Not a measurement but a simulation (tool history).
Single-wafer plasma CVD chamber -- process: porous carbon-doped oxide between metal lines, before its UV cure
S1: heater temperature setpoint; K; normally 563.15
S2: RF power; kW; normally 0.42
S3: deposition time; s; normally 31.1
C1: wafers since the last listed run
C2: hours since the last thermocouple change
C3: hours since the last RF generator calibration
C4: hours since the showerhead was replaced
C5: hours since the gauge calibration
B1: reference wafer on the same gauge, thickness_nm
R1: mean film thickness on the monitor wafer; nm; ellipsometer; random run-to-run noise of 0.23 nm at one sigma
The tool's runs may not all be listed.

run 1 hour=0 | S1=560.15 S2=0.42 S3=31.1 | C1=0 C2=1231.6 C3=2221.9 C4=4501.2 C5=30.8 | B1=155.975 | R1=141.144
run 2 hour=16.9 | S1=560.15 S2=0.42 S3=31.1 | C1=294 C2=1248.5 C3=2238.8 C4=4518.1 C5=47.7 | B1=155.993 | R1=141.538
run 3 hour=33.8 | S1=560.15 S2=0.42 S3=31.1 | C1=294 C2=1265.4 C3=2255.7 C4=4535 C5=64.6 | B1=156.014 | R1=141.16
run 4 hour=45.4 | S1=563.15 S2=0.42 S3=31.1 | C1=202 C2=1277 C3=2267.3 C4=4546.6 C5=76.2 | B1=155.979 | R1=139.004
-- hour=72.5 showerhead replaced
run 5 hour=73 | S1=563.15 S2=0.42 S3=31.1 | C1=342 C2=1304.6 C3=2294.9 C4=0.5 C5=103.8 | B1=155.997 | R1=139.044
run 6 hour=88 | S1=563.15 S2=0.42 S3=31.1 | C1=261 C2=1319.6 C3=2309.9 C4=15.5 C5=118.8 | B1=156.025 | R1=138.954
-- hour=95.4 gauge calibrated
run 7 hour=101.2 | S1=563.15 S2=0.42 S3=31.1 | C1=230 C2=1332.8 C3=2323.1 C4=28.7 C5=5.8 | B1=156.017 | R1=138.469
run 8 hour=113.1 | S1=563.15 S2=0.39 S3=31.1 | C1=207 C2=1344.7 C3=2335 C4=40.6 C5=17.7 | B1=156.003 | R1=128.369
run 9 hour=126.8 | S1=563.15 S2=0.42 S3=31.1 | C1=239 C2=1358.4 C3=2348.7 C4=54.3 C5=31.4 | B1=155.991 | R1=138.207
-- hour=144.9 RF generator calibrated
run 10 hour=145.4 | S1=571.15 S2=0.42 S3=29.2 | C1=185 C2=1377 C3=0.5 C4=72.9 C5=50 | B1=155.988 | R1=133.725
-- hour=158.4 thermocouple changed; heater temperature recalibrated
run 11 hour=158.9 | S1=560.15 S2=0.42 S3=31.1 | C1=95 C2=0.5 C3=14 C4=86.4 C5=63.5 | B1=156.052 | R1=156.568
run 12 hour=170.4 | S1=550.15 S2=0.355 S3=31.1 | C1=200 C2=12 C3=25.5 C4=97.9 C5=75 | B1=155.967 | R1=139.966
run 13 hour=185.7 | S1=574.15 S2=0.39 S3=35.9 | C1=267 C2=27.3 C3=40.8 C4=113.2 C5=90.3 | B1=156.009 | R1=155.194
run 14 hour=212.8 | S1=563.15 S2=0.42 S3=25.2 | C1=472 C2=54.4 C3=67.9 C4=140.3 C5=117.4 | B1=156.026 | R1=124.977
run 15 hour=221.4 | S1=563.15 S2=0.35 S3=33.6 | C1=150 C2=63 C3=76.5 C4=148.9 C5=126 | B1=156.011 | R1=137.546

What the log doesn't show, run by run:
gauge reads high (%): 0 on each run
H1: wafer temperature above the value expected at the setpoint (K)
H2: delivered RF power above the setpoint (%)
run=1 H1=6.46 H2=-6.97
run=2 H1=6.62 H2=-6.97
run=3 H1=6.78 H2=-6.98
run=4 H1=6.89 H2=-6.99
run=5 H1=7.16 H2=-7
run=6 H1=7.31 H2=-7
run=7 H1=7.44 H2=-7.01
run=8 H1=7.56 H2=-7.01
run=9 H1=7.7 H2=-7.02
run=10 H1=7.9 H2=-0.0961
run=11 H1=0.27 H2=-0.21
run=12 H1=0.271 H2=-0.306
run=13 H1=0.273 H2=-0.431
run=14 H1=0.282 H2=-0.647
run=15 H1=0.285 H2=-0.714

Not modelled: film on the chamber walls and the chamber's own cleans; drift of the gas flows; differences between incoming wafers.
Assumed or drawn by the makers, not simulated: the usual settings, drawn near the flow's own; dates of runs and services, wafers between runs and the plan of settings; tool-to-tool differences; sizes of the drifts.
